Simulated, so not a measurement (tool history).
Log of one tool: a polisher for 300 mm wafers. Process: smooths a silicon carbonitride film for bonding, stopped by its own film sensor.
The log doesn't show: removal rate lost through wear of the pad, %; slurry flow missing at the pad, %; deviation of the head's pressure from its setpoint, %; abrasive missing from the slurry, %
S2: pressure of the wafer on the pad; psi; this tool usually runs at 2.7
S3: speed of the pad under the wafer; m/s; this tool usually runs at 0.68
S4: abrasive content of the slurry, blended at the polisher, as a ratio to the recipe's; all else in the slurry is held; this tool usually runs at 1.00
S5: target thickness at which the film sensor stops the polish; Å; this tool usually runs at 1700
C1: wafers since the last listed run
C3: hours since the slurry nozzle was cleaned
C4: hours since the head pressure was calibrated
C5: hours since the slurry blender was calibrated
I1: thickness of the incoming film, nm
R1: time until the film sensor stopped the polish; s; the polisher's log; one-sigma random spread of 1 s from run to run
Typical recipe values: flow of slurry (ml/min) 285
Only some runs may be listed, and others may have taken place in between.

{"run": 1, "hour": 0.0, "flow of slurry (ml/min)": 285, "S2": 2.7, "S3": 0.68, "S4": 1.0, "S5": 1700, "C1": 0, "wafers polished on this pad": 6565, "C3": 185.8, "C4": 606.6, "C5": 284.2, "I1": 189.8, "R1": 101.3}
{"hour": 29.3, "done": "head pressure recalibrated"}
{"run": 2, "hour": 71.5, "flow of slurry (ml/min)": 285, "S2": 2.7, "S3": 0.68, "S4": 1.0, "S5": 1700, "C1": 755, "wafers polished on this pad": 7321, "C3": 257.3, "C4": 42.2, "C5": 355.7, "I1": 190.1, "R1": 102.8}
{"hour": 108.2, "done": "worn pad replaced by a new one"}
{"run": 3, "hour": 134.6, "flow of slurry (ml/min)": 285, "S2": 2.7, "S3": 0.68, "S4": 1.15, "S5": 1700, "C1": 642, "wafers polished on this pad": 286, "C3": 320.4, "C4": 105.3, "C5": 418.8, "I1": 189.2, "R1": 83.8}
{"run": 4, "hour": 223.3, "flow of slurry (ml/min)": 285, "S2": 2.7, "S3": 0.68, "S4": 1.15, "S5": 1700, "C1": 964, "wafers polished on this pad": 1251, "C3": 409.1, "C4": 194.0, "C5": 507.5, "I1": 190.5, "R1": 89.1}
{"run": 5, "hour": 270.7, "flow of slurry (ml/min)": 285, "S2": 2.7, "S3": 0.68, "S4": 1.15, "S5": 1700, "C1": 515, "wafers polished on this pad": 1766, "C3": 456.5, "C4": 241.4, "C5": 554.9, "I1": 189.3, "R1": 86.3}
{"hour": 332.9, "done": "slurry blender recalibrated"}
{"run": 6, "hour": 367.3, "flow of slurry (ml/min)": 285, "S2": 2.7, "S3": 0.68, "S4": 1.0, "S5": 1700, "C1": 1028, "wafers polished on this pad": 2795, "C3": 553.1, "C4": 338.0, "C5": 34.4, "I1": 192.5, "R1": 105.5}
{"run": 7, "hour": 403.8, "flow of slurry (ml/min)": 285, "S2": 2.7, "S3": 0.68, "S4": 1.0, "S5": 1670, "C1": 396, "wafers polished on this pad": 3192, "C3": 589.6, "C4": 374.5, "C5": 70.9, "I1": 190.5, "R1": 110.4}
{"run": 8, "hour": 446.3, "flow of slurry (ml/min)": 285, "S2": 2.0, "S3": 0.56, "S4": 1.0, "S5": 1700, "C1": 462, "wafers polished on this pad": 3654, "C3": 632.1, "C4": 417.0, "C5": 113.4, "I1": 190.8, "R1": 152.8}
{"run": 9, "hour": 527.2, "flow of slurry (ml/min)": 225, "S2": 2.3, "S3": 0.68, "S4": 0.75, "S5": 1750, "C1": 879, "wafers polished on this pad": 4534, "C3": 713.0, "C4": 497.9, "C5": 194.3, "I1": 192.0, "R1": 113.1}
{"hour": 568.4, "done": "slurry nozzle cleaned"}
{"run": 10, "hour": 604.5, "flow of slurry (ml/min)": 360, "S2": 2.7, "S3": 0.68, "S4": 1.0, "S5": 1700, "C1": 829, "wafers polished on this pad": 5364, "C3": 36.1, "C4": 575.2, "C5": 271.6, "I1": 188.9, "R1": 94.0}
{"hour": 650.8, "done": "head pressure recalibrated"}
{"run": 11, "hour": 696.5, "flow of slurry (ml/min)": 380, "S2": 2.3, "S3": 0.9, "S4": 0.85, "S5": 1700, "C1": 978, "wafers polished on this pad": 6343, "C3": 128.1, "C4": 45.7, "C5": 363.6, "I1": 191.4, "R1": 112.1}
{"run": 12, "hour": 774.0, "flow of slurry (ml/min)": 225, "S2": 3.2, "S3": 0.68, "S4": 1.3, "S5": 1700, "C1": 842, "wafers polished on this pad": 7185, "C3": 205.6, "C4": 123.2, "C5": 441.1, "I1": 190.5, "R1": 81.2}
{"run": 13, "hour": 839.4, "flow of slurry (ml/min)": 285, "S2": 2.3, "S3": 0.62, "S4": 0.7, "S5": 1630, "C1": 711, "wafers polished on this pad": 7897, "C3": 271.0, "C4": 188.6, "C5": 506.5, "I1": 190.4, "R1": 209.9}
{"run": 14, "hour": 880.7, "flow of slurry (ml/min)": 285, "S2": 2.7, "S3": 0.68, "S4": 1.0, "S5": 1640, "C1": 449, "wafers polished on this pad": 8346, "C3": 312.3, "C4": 229.9, "C5": 547.8, "I1": 191.1, "R1": 142.8}
{"hour": 888.6, "done": "worn pad replaced by a new one"}
{"run": 15, "hour": 980.2, "flow of slurry (ml/min)": 285, "S2": 2.7, "S3": 0.76, "S4": 1.0, "S5": 1700, "C1": 1038, "wafers polished on this pad": 996, "C3": 411.8, "C4": 329.4, "C5": 647.3, "I1": 190.1, "R1": 90.2}
{"hour": 1042.5, "done": "slurry blender recalibrated"}
{"run": 16, "hour": 1073.4, "flow of slurry (ml/min)": 285, "S2": 2.7, "S3": 0.68, "S4": 1.05, "S5": 1700, "C1": 991, "wafers polished on this pad": 1987, "C3": 505.0, "C4": 422.6, "C5": 30.9, "I1": 189.0, "R1": 89.8}
{"run": 17, "hour": 1145.9, "flow of slurry (ml/min)": 370, "S2": 2.7, "S3": 0.68, "S4": 1.0, "S5": 1700, "C1": 788, "wafers polished on this pad": 2776, "C3": 577.5, "C4": 495.1, "C5": 103.4, "I1": 190.9, "R1": 100.3}
{"run": 18, "hour": 1237.4, "flow of slurry (ml/min)": 225, "S2": 2.2, "S3": 0.68, "S4": 1.0, "S5": 1700, "C1": 995, "wafers polished on this pad": 3771, "C3": 669.0, "C4": 586.6, "C5": 194.9, "I1": 186.8, "R1": 103.3}
{"hour": 1260.6, "done": "slurry nozzle cleaned"}
{"run": 19, "hour": 1338.1, "flow of slurry (ml/min)": 285, "S2": 3.5, "S3": 0.68, "S4": 1.0, "S5": 1700, "C1": 1084, "wafers polished on this pad": 4855, "C3": 77.5, "C4": 687.3, "C5": 295.6, "I1": 187.0, "R1": 67.0}
{"run": 20, "hour": 1378.0, "flow of slurry (ml/min)": 215, "S2": 2.7, "S3": 0.78, "S4": 0.9, "S5": 1700, "C1": 433, "wafers polished on this pad": 5289, "C3": 117.4, "C4": 727.2, "C5": 335.5, "I1": 189.9, "R1": 98.4}
{"hour": 1419.5, "done": "head pressure recalibrated"}
{"run": 21, "hour": 1482.7, "flow of slurry (ml/min)": 205, "S2": 2.4, "S3": 0.68, "S4": 1.25, "S5": 1680, "C1": 1116, "wafers polished on this pad": 6406, "C3": 222.1, "C4": 63.2, "C5": 440.2, "I1": 188.3, "R1": 111.5}
{"run": 22, "hour": 1558.5, "flow of slurry (ml/min)": 285, "S2": 2.7, "S3": 0.84, "S4": 1.1, "S5": 1700, "C1": 824, "wafers polished on this pad": 7230, "C3": 297.9, "C4": 139.0, "C5": 516.0, "I1": 192.4, "R1": 101.5}
{"hour": 1580.3, "done": "worn pad replaced by a new one"}
{"run": 23, "hour": 1656.3, "flow of slurry (ml/min)": 205, "S2": 2.7, "S3": 0.5, "S4": 0.7, "S5": 1740, "C1": 1020, "wafers polished on this pad": 826, "C3": 395.7, "C4": 236.8, "C5": 613.8, "I1": 186.8, "R1": 85.2}
{"run": 24, "hour": 1704.8, "flow of slurry (ml/min)": 285, "S2": 2.7, "S3": 0.68, "S4": 1.0, "S5": 1700, "C1": 527, "wafers polished on this pad": 1354, "C3": 444.2, "C4": 285.3, "C5": 662.3, "I1": 189.0, "R1": 88.0}
{"run": 25, "hour": 1806.8, "flow of slurry (ml/min)": 320, "S2": 3.6, "S3": 0.68, "S4": 0.8, "S5": 1660, "C1": 1109, "wafers polished on this pad": 2463, "C3": 546.2, "C4": 387.3, "C5": 764.3, "I1": 190.5, "R1": 96.0}
{"hour": 1854.8, "done": "slurry blender recalibrated"}
{"run": 26, "hour": 1896.1, "flow of slurry (ml/min)": 335, "S2": 2.7, "S3": 0.68, "S4": 0.75, "S5": 1700, "C1": 949, "wafers polished on this pad": 3413, "C3": 635.5, "C4": 476.6, "C5": 41.3, "I1": 188.4, "R1": 98.5}
{"run": 27, "hour": 1960.1, "flow of slurry (ml/min)": 285, "S2": 2.7, "S3": 0.68, "S4": 1.0, "S5": 1700, "C1": 696, "wafers polished on this pad": 4109, "C3": 699.5, "C4": 540.6, "C5": 105.3, "I1": 190.0, "R1": 98.9}
{"run": 28, "hour": 2033.3, "flow of slurry (ml/min)": 285, "S2": 2.7, "S3": 0.68, "S4": 1.0, "S5": 1700, "C1": 796, "wafers polished on this pad": 4905, "C3": 772.7, "C4": 613.8, "C5": 178.5, "I1": 194.1, "R1": 118.8}
{"hour": 2052.8, "done": "slurry nozzle cleaned"}
{"hour": 2111.8, "done": "head pressure recalibrated"}
{"run": 29, "hour": 2131.1, "flow of slurry (ml/min)": 320, "S2": 2.4, "S3": 0.68, "S4": 1.0, "S5": 1700, "C1": 1030, "wafers polished on this pad": 5936, "C3": 78.3, "C4": 19.3, "C5": 276.3, "I1": 188.7, "R1": 104.6}

5 ways to go on from here, each from the tool as it stands after run 29. What would each give?
{"run": "A", "hour": 2131.6, "flow of slurry (ml/min)": 285, "S2": 2.7, "S3": 0.68, "S4": 1.0, "S5": 1700, "C1": 5, "wafers polished on this pad": 5941, "C3": 78.8, "C4": 19.8, "C5": 276.8, "I1": 189.5, "R1": "?"}
{"run": "B", "hour": 2131.6, "flow of slurry (ml/min)": 205, "S2": 2.7, "S3": 0.56, "S4": 1.0, "S5": 1700, "C1": 5, "wafers polished on this pad": 5941, "C3": 78.8, "C4": 19.8, "C5": 276.8, "I1": 189.5, "R1": "?"}
{"run": "C", "hour": 2131.6, "flow of slurry (ml/min)": 380, "S2": 2.7, "S3": 0.8, "S4": 1.0, "S5": 1700, "C1": 5, "wafers polished on this pad": 5941, "C3": 78.8, "C4": 19.8, "C5": 276.8, "I1": 189.5, "R1": "?"}
{"run": "D", "hour": 2131.6, "flow of slurry (ml/min)": 285, "S2": 1.9, "S3": 0.68, "S4": 0.75, "S5": 1700, "C1": 5, "wafers polished on this pad": 5941, "C3": 78.8, "C4": 19.8, "C5": 276.8, "I1": 189.5, "R1": "?"}
{"run": "E", "hour": 2131.6, "flow of slurry (ml/min)": 285, "S2": 3.1, "S3": 0.68, "S4": 1.15, "S5": 1700, "C1": 5, "wafers polished on this pad": 5941, "C3": 78.8, "C4": 19.8, "C5": 276.8, "I1": 189.5, "R1": "?"}

run=A R1=98.2
run=B R1=113.4
run=C R1=86.9
run=D R1=158.0
run=E R1=80.9
Without the tool's unlogged condition, the same runs would have read:
run=A R1=88.5
run=B R1=102.2
run=C R1=78.3
run=D R1=142.4
run=E R1=72.9
